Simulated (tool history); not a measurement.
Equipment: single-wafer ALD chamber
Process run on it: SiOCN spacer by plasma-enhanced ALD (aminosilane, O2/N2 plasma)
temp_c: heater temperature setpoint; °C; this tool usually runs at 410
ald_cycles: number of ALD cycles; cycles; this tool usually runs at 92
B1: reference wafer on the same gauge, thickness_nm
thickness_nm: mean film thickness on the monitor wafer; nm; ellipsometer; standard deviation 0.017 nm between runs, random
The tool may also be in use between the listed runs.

Run 1, day 0.000: usual settings but temp_c 400 °C, ald_cycles 87 cycles; B1 4.471. Result: thickness_nm 5.010 nm.
At day 0.504: gauge calibrated.
Run 2, day 1.992: usual settings but ald_cycles 85 cycles; B1 4.466. Result: thickness_nm 4.814 nm.
Run 3, day 6.125: usual settings; B1 4.471. Result: thickness_nm 5.192 nm.
Run 4, day 8.221: usual settings; B1 4.464. Result: thickness_nm 5.189 nm.
Run 5, day 10.988: usual settings; B1 4.468. Result: thickness_nm 5.211 nm.
Run 6, day 13.050: usual settings but temp_c 404 °C, ald_cycles 105 cycles; B1 4.464. Result: thickness_nm 6.075 nm.
Run 7, day 17.058: usual settings but temp_c 404 °C, ald_cycles 105 cycles; B1 4.466. Result: thickness_nm 6.058 nm.
Run 8, day 20.571: usual settings; B1 4.472. Result: thickness_nm 5.225 nm.
At day 22.708: gauge calibrated.
Run 9, day 23.117: usual settings but temp_c 417 °C, ald_cycles 77 cycles; B1 4.464. Result: thickness_nm 4.295 nm.
At day 27.238: thermocouple changed; heater temperature recalibrated.
Run 10, day 27.258: usual settings but temp_c 424 °C, ald_cycles 99 cycles; B1 4.472. Result: thickness_nm 5.277 nm.
Run 11, day 30.183: usual settings but ald_cycles 103 cycles; B1 4.471. Result: thickness_nm 5.803 nm.
Run 12, day 32.242: usual settings; B1 4.480. Result: thickness_nm 5.134 nm.
Run 13, day 36.258: usual settings but temp_c 415 °C, ald_cycles 76 cycles; B1 4.473. Result: thickness_nm 4.172 nm.
Run 14, day 38.533: usual settings; B1 4.470. Result: thickness_nm 5.143 nm.
Run 15, day 42.058: usual settings but temp_c 400 °C; B1 4.467. Result: thickness_nm 5.323 nm.

Some steps in thickness_nm, run to run, broken into two amounts with sign: the step expected even without the hidden condition (settings, incoming material, random variation), and the rest, left for the hidden condition together with whatever gauge scatter is not in both the measured and the hidden-condition-free result:
What the log doesn't record here: wafer temperature above the value expected at the setpoint (K); gauge reads high (%).
Run 9 -> 10: temp_c 417 -> 424, ald_cycles 77 -> 99, thermocouple changed; heater temperature recalibrated. thickness_nm +0.982 nm: hidden state -0.075, all else +1.057.
